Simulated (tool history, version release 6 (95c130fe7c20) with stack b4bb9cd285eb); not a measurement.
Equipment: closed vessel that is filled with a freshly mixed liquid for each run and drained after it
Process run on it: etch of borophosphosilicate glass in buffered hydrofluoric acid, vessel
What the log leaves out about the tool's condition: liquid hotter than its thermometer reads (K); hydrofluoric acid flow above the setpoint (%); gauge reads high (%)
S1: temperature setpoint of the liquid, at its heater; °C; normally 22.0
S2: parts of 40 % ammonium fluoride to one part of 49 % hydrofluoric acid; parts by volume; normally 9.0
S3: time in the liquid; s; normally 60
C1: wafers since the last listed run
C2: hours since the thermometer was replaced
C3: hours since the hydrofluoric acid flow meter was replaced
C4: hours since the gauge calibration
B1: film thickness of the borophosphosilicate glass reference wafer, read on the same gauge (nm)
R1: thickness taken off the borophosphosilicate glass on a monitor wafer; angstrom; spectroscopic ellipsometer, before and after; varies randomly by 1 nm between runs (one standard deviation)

run 1 hour=0.0 | S1=24.5 S2=9.0 S3=80 | C1=0 C2=2157.4 C3=1797.7 C4=54.7 | B1=139.96 | R1=2426.7
run 2 hour=19.7 | S1=22.0 S2=9.0 S3=60 | C1=2541 C2=2177.1 C3=1817.4 C4=74.4 | B1=140.00 | R1=1593.4
run 3 hour=54.1 | S1=22.0 S2=9.0 S3=60 | C1=4438 C2=2211.5 C3=1851.8 C4=108.8 | B1=140.01 | R1=1621.0
run 4 hour=84.1 | S1=22.0 S2=9.0 S3=60 | C1=3870 C2=2241.5 C3=1881.8 C4=138.8 | B1=139.97 | R1=1593.7
run 5 hour=140.6 | S1=22.0 S2=11.0 S3=60 | C1=7290 C2=2298.0 C3=1938.3 C4=195.3 | B1=140.03 | R1=1355.1
run 6 hour=175.9 | S1=22.0 S2=9.0 S3=60 | C1=4554 C2=2333.3 C3=1973.6 C4=230.6 | B1=140.06 | R1=1644.0
run 7 hour=208.1 | S1=22.0 S2=9.0 S3=60 | C1=4154 C2=2365.5 C3=2005.8 C4=262.8 | B1=139.97 | R1=1638.0
run 8 hour=236.4 | S1=22.0 S2=9.0 S3=90 | C1=3651 C2=2393.8 C3=2034.1 C4=291.1 | B1=140.00 | R1=2456.1
run 9 hour=267.3 | S1=22.0 S2=9.0 S3=90 | C1=3987 C2=2424.7 C3=2065.0 C4=322.0 | B1=140.03 | R1=2468.4
run 10 hour=301.0 | S1=22.0 S2=9.0 S3=90 | C1=4348 C2=2458.4 C3=2098.7 C4=355.7 | B1=140.05 | R1=2502.0
run 11 hour=323.0 | S1=22.0 S2=9.0 S3=60 | C1=2838 C2=2480.4 C3=2120.7 C4=377.7 | B1=139.99 | R1=1648.9
run 12 hour=340.9 | S1=22.0 S2=9.0 S3=60 | C1=2309 C2=2498.3 C3=2138.6 C4=395.6 | B1=140.02 | R1=1660.9
run 13 hour=353.5 | S1=22.0 S2=7.0 S3=60 | C1=1625 C2=2510.9 C3=2151.2 C4=408.2 | B1=139.99 | R1=2131.4
run 14 hour=376.3 | S1=22.0 S2=7.0 S3=60 | C1=2941 C2=2533.7 C3=2174.0 C4=431.0 | B1=140.00 | R1=2142.1
run 15 hour=402.9 | S1=22.0 S2=9.0 S3=60 | C1=3432 C2=2560.3 C3=2200.6 C4=457.6 | B1=140.04 | R1=1665.7
-- hour=420.6 hydrofluoric acid flow meter replaced
-- hour=429.0 thermometer replaced
run 16 hour=444.3 | S1=22.0 S2=9.0 S3=60 | C1=5083 C2=15.3 C3=23.7 C4=499.0 | B1=140.00 | R1=1312.8
run 17 hour=471.2 | S1=25.5 S2=7.0 S3=60 | C1=3470 C2=42.2 C3=50.6 C4=525.9 | B1=139.97 | R1=2098.0
run 18 hour=484.8 | S1=23.5 S2=8.0 S3=90 | C1=1754 C2=55.8 C3=64.2 C4=539.5 | B1=139.95 | R1=2454.6
run 19 hour=512.6 | S1=22.0 S2=9.0 S3=60 | C1=3587 C2=83.6 C3=92.0 C4=567.3 | B1=139.99 | R1=1337.9
run 20 hour=531.3 | S1=19.5 S2=7.5 S3=70 | C1=2412 C2=102.3 C3=110.7 C4=586.0 | B1=139.99 | R1=1653.2
run 21 hour=545.7 | S1=20.5 S2=7.5 S3=80 | C1=1858 C2=116.7 C3=125.1 C4=600.4 | B1=139.97 | R1=1992.7
-- hour=579.1 gauge calibrated
run 22 hour=579.2 | S1=22.0 S2=9.0 S3=60 | C1=4322 C2=150.2 C3=158.6 C4=0.1 | B1=140.03 | R1=1355.3
run 23 hour=598.4 | S1=22.0 S2=9.0 S3=60 | C1=2477 C2=169.4 C3=177.8 C4=19.3 | B1=139.99 | R1=1355.6
run 24 hour=636.6 | S1=24.5 S2=9.0 S3=45 | C1=4928 C2=207.6 C3=216.0 C4=57.5 | B1=139.98 | R1=1162.1

Run 25 has not been measured yet. What should we expect?
run 25 hour=664.7 | S1=26.5 S2=10.5 S3=60 | C1=3625 C2=235.7 C3=244.1 C4=85.6 | B1=? | R1=?

{"run 25": {"B1": 139.94, "R1": 1535.4}}
On a tool with no hidden condition, and with the same random variation, this run would have come out at R1 1451.8 angstrom.
